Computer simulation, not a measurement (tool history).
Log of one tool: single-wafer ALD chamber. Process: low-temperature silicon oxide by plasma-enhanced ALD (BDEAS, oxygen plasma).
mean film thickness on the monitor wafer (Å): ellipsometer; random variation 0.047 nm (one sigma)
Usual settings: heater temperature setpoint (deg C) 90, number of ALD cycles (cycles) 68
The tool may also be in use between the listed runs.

run    hour  heater temperature setpoint (deg C)  number of ALD cycles (cycles)  wafers since the last listed run  hours since the last thermocouple change  hours since the gauge calibration  read-back reference wafer on the same gauge, thickness_nm  mean film thickness on the monitor wafer (Å)
  1     0.0                                   90                             68                                 0                                     723.5                             1382.6                                                      8.488                                        101.49
  2    44.9                                   94                             68                               135                                     768.4                             1427.5                                                      8.499                                         99.79
  3    97.5                                   94                             68                               159                                     821.0                             1480.1                                                      8.499                                         99.74
  4   139.5                                   90                             68                               127                                     863.0                             1522.1                                                      8.506                                        101.46
  5   177.1                                   90                             68                               113                                     900.6                             1559.7                                                      8.499                                        100.86
  6   272.0                                   90                             68                               287                                     995.5                             1654.6                                                      8.498                                        101.94
  7   320.8                                   90                             68                               147                                    1044.3                             1703.4                                                      8.511                                        101.40
  8   405.7                                   90                             68                               256                                    1129.2                             1788.3                                                      8.497                                        101.81
  9   494.2                                   90                             68                               267                                    1217.7                             1876.8                                                      8.503                                        103.19
 10   593.4                                   90                             68                               300                                    1316.9                             1976.0                                                      8.486                                        102.29
 11   640.8                                   90                             68                               143                                    1364.3                             2023.4                                                      8.495                                        102.58
 12   735.6                                   90                             68                               286                                    1459.1                             2118.2                                                      8.505                                        102.12
 13   798.9                                   90                             68                               191                                    1522.4                             2181.5                                                      8.501                                        102.34
 14   843.4                                   90                             68                               134                                    1566.9                             2226.0                                                      8.495                                        102.46
 15   910.6                                   90                             68                               203                                    1634.1                             2293.2                                                      8.505                                        102.11
      960.8  -- gauge calibrated
 16  1006.2                                   90                             68                               289                                    1729.7                               45.4                                                      8.488                                        101.30
 17  1101.3                                   95                             68                               287                                    1824.8                              140.5                                                      8.484                                         99.47
 18  1155.5                                   90                             68                               163                                    1879.0                              194.7                                                      8.489                                        103.05
 19  1261.2                                   90                             68                               319                                    1984.7                              300.4                                                      8.500                                        102.06
 20  1351.5                                   90                             68                               273                                    2075.0                              390.7                                                      8.500                                        102.40
 21  1419.0                                   90                             68                               204                                    2142.5                              458.2                                                      8.510                                        101.82
 22  1461.5                                  102                             75                               128                                    2185.0                              500.7                                                      8.499                                        107.84
 23  1520.4                                  101                             73                               178                                    2243.9                              559.6                                                      8.489                                        106.19
     1584.9  -- thermocouple changed; heater temperature recalibrated
 24  1615.9                                  103                             68                               264                                      31.0                              655.1                                                      8.496                                         97.22
 25  1656.7                                   86                             57                               123                                      71.8                              695.9                                                      8.501                                         86.01
 26  1763.1                                   94                             81                               321                                     178.2                              802.3                                                      8.496                                        119.65
 27  1867.8                                   90                             68                               316                                     282.9                              907.0                                                      8.501                                        101.69

Run 28 comes next. What will it give?
 28  1905.8                                   77                             74                               114                                     320.9                              945.0                                                          ?                                             ?

Run 28 gave read-back reference wafer on the same gauge, thickness_nm 8.496, mean film thickness on the monitor wafer (Å) 115.83.
Without the tool's hidden state the same run would have given mean film thickness on the monitor wafer (Å) 115.12.
